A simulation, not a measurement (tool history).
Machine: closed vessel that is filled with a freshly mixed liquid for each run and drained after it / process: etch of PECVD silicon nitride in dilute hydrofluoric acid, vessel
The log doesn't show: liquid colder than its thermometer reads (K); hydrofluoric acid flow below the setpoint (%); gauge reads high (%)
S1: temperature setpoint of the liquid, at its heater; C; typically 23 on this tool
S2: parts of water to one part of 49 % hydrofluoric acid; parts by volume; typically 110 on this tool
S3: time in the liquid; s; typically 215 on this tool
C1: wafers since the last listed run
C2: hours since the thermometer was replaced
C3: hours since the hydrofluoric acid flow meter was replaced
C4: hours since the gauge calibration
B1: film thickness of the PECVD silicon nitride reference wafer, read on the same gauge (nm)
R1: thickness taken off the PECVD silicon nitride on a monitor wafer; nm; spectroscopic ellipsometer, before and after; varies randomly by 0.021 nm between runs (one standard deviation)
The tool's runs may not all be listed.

Run 1, hour 0: usual settings but S2 155 parts by volume; C1 0; C2 2300.9; C3 1453.7; C4 165; B1 50. Result: R1 3.05 nm.
Run 2, hour 17: usual settings but S1 26 C, S2 80 parts by volume; C1 1801; C2 2317.9; C3 1470.7; C4 182; B1 50. Result: R1 7.2 nm.
Run 3, hour 23.8: usual settings; C1 720; C2 2324.7; C3 1477.5; C4 188.8; B1 50.02. Result: R1 4.31 nm.
Run 4, hour 34.8: usual settings; C1 1165; C2 2335.7; C3 1488.5; C4 199.8; B1 49.98. Result: R1 4.3 nm.
Run 5, hour 43.1: usual settings; C1 879; C2 2344; C3 1496.8; C4 208.1; B1 49.99. Result: R1 4.27 nm.
Run 6, hour 94.6: usual settings but S1 21.5 C, S3 185 s; C1 5456; C2 2395.5; C3 1548.3; C4 259.6; B1 49.97. Result: R1 3.31 nm.
Run 7, hour 111.6: usual settings; C1 1801; C2 2412.5; C3 1565.3; C4 276.6; B1 49.98. Result: R1 4.29 nm.
Run 8, hour 123.3: usual settings but S2 135 parts by volume, S3 310 s; C1 1239; C2 2424.2; C3 1577; C4 288.3; B1 50. Result: R1 5.04 nm.
At hour 128.5: gauge calibrated.
At hour 132.9: hydrofluoric acid flow meter replaced.
Run 9, hour 135.8: usual settings but S2 135 parts by volume, S3 310 s; C1 1218; C2 2436.7; C3 2.9; C4 7.3; B1 50. Result: R1 5.69 nm.
Run 10, hour 143.8: usual settings; C1 847; C2 2444.7; C3 10.9; C4 15.3; B1 50. Result: R1 4.81 nm.
Run 11, hour 157: usual settings but S1 18 C, S2 75 parts by volume; C1 1398; C2 2457.9; C3 24.1; C4 28.5; B1 50. Result: R1 5.01 nm.
Run 12, hour 163.5: usual settings but S3 340 s; C1 688; C2 2464.4; C3 30.6; C4 35; B1 50. Result: R1 7.63 nm.
Run 13, hour 180.4: usual settings but S1 27 C, S2 130 parts by volume, S3 315 s; C1 1790; C2 2481.3; C3 47.5; C4 51.9; B1 49.99. Result: R1 7.72 nm.
Run 14, hour 195.6: usual settings but S3 160 s; C1 1610; C2 2496.5; C3 62.7; C4 67.1; B1 49.98. Result: R1 3.57 nm.
Run 15, hour 206.8: usual settings but S2 125 parts by volume, S3 165 s; C1 1186; C2 2507.7; C3 73.9; C4 78.3; B1 50. Result: R1 3.24 nm.
At hour 210.7: thermometer replaced.
Run 16, hour 219.1: usual settings but S1 21 C, S3 150 s; C1 1197; C2 8.4; C3 86.2; C4 90.6; B1 50. Result: R1 2.93 nm.

Run 17 comes next. What will it give?
Run 17, hour 236.7: usual settings; C1 1864; C2 26; C3 103.8; C4 108.2; B1 ?. Result: R1 ?.

B1: 50.01
R1: 4.75 nm
Had the tool carried no hidden state, the very same run would have given R1 4.81 nm.
